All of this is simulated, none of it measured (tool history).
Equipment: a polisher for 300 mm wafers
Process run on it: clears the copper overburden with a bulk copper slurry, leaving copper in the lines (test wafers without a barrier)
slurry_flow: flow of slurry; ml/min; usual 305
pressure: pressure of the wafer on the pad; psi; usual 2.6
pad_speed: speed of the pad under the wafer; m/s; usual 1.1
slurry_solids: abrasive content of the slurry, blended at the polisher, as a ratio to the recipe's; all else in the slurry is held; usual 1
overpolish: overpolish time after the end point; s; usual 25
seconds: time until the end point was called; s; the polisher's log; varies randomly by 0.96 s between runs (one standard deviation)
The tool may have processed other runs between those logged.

run	hour	slurry_flow	pressure	pad_speed	slurry_solids	overpolish	wafers since the last listed run	wafers polished on this pad	hours since the slurry nozzle was cleaned	hours since the head pressure was calibrated	hours since the slurry blender was calibrated	incoming thickness of the incoming film, nm	seconds
1	0	305	2.6	1.36	1	25	0	418	343	1020.4	44.2	731	50.8
2	20.8	305	2.6	1.1	1	25	198	617	363.8	1041.2	65	725.7	64.5
3	54.3	305	2.6	1.1	1	25	320	937	397.3	1074.7	98.5	735.2	69.6
4	84.3	305	2.6	1.1	1	25	286	1224	427.3	1104.7	128.5	723.6	71.7
# hour 100.1: worn pad replaced by a new one
# hour 108.5: slurry blender recalibrated
5	109.8	305	2.6	1.1	1.05	25	186	73	452.8	1130.2	1.3	734.3	59
6	131.8	305	2.6	1.1	1.05	25	210	283	474.8	1152.2	23.3	721.8	60.4
7	146.7	305	2.6	1.1	1	15	142	426	489.7	1167.1	38.2	723.1	62.4
8	166.2	305	2.6	1.1	1	15	186	612	509.2	1186.6	57.7	722.7	61.6
9	180.9	305	2.6	1.1	1	25	140	752	523.9	1201.3	72.4	723.6	67.1
# hour 198: slurry nozzle cleaned
10	211.3	305	2.6	1.1	1	25	280	1033	13.3	1231.7	102.8	735	68.4
# hour 219.5: worn pad replaced by a new one
11	234	305	2.6	1.1	1	25	178	138	36	1254.4	125.5	722.3	66.6
# hour 251.4: slurry blender recalibrated
12	268	405	3.2	1.1	1	25	305	444	70	1288.4	16.6	734.4	51.1
13	284.3	305	2.6	1.1	1	25	155	600	86.3	1304.7	32.9	733.4	62.4
14	313	305	2.6	1.1	1	15	274	874	115	1333.4	61.6	734.4	65.7
15	342.9	335	2.6	1.1	1.1	21	285	1160	144.9	1363.3	91.5	720	65.5
# hour 352: worn pad replaced by a new one
16	356.1	305	3.4	1.1	1.25	25	87	39	158.1	1376.5	104.7	724.7	49.6
17	379.3	305	3.1	1.1	1	16	221	261	181.3	1399.7	127.9	731.7	57
# hour 406.2: head pressure recalibrated
# hour 407.7: slurry blender recalibrated
18	408.2	305	2.6	1.1	1	12	242	503	210.2	2	0.5	729.9	62.9
19	439.5	360	2.6	1.1	1	25	299	802	241.5	33.3	31.8	730.9	64.1
20	471.2	305	2	1.1	1	25	302	1105	273.2	65	63.5	721.6	82.9
21	490.2	360	2.6	1.1	1	25	181	1287	292.2	84	82.5	720.7	71.1
# hour 500.9: worn pad replaced by a new one
22	510	305	2.6	0.88	0.8	25	150	86	312	103.8	102.3	731.6	90
23	543.2	305	2.6	1.3	1.15	25	317	403	345.2	137	135.5	730.5	56.8

Alternative continuations, all from the tool just after run 23; predict every row:
A	543.7	305	2.6	1.1	1	25	4	408	345.7	137.5	136	736.6	?
B	543.7	305	3.4	1.1	1	25	4	408	345.7	137.5	136	736.6	?
C	543.7	305	2.6	1.1	1	13	4	408	345.7	137.5	136	736.6	?
D	543.7	305	2.3	0.98	1	10	4	408	345.7	137.5	136	736.6	?

run	seconds
A	69.5
B	55.7
C	69.5
D	85.9
Stripped of hidden state, with their random variation kept, the same runs would have yielded:
run	seconds
A	59.9
B	48
C	59.9
D	74
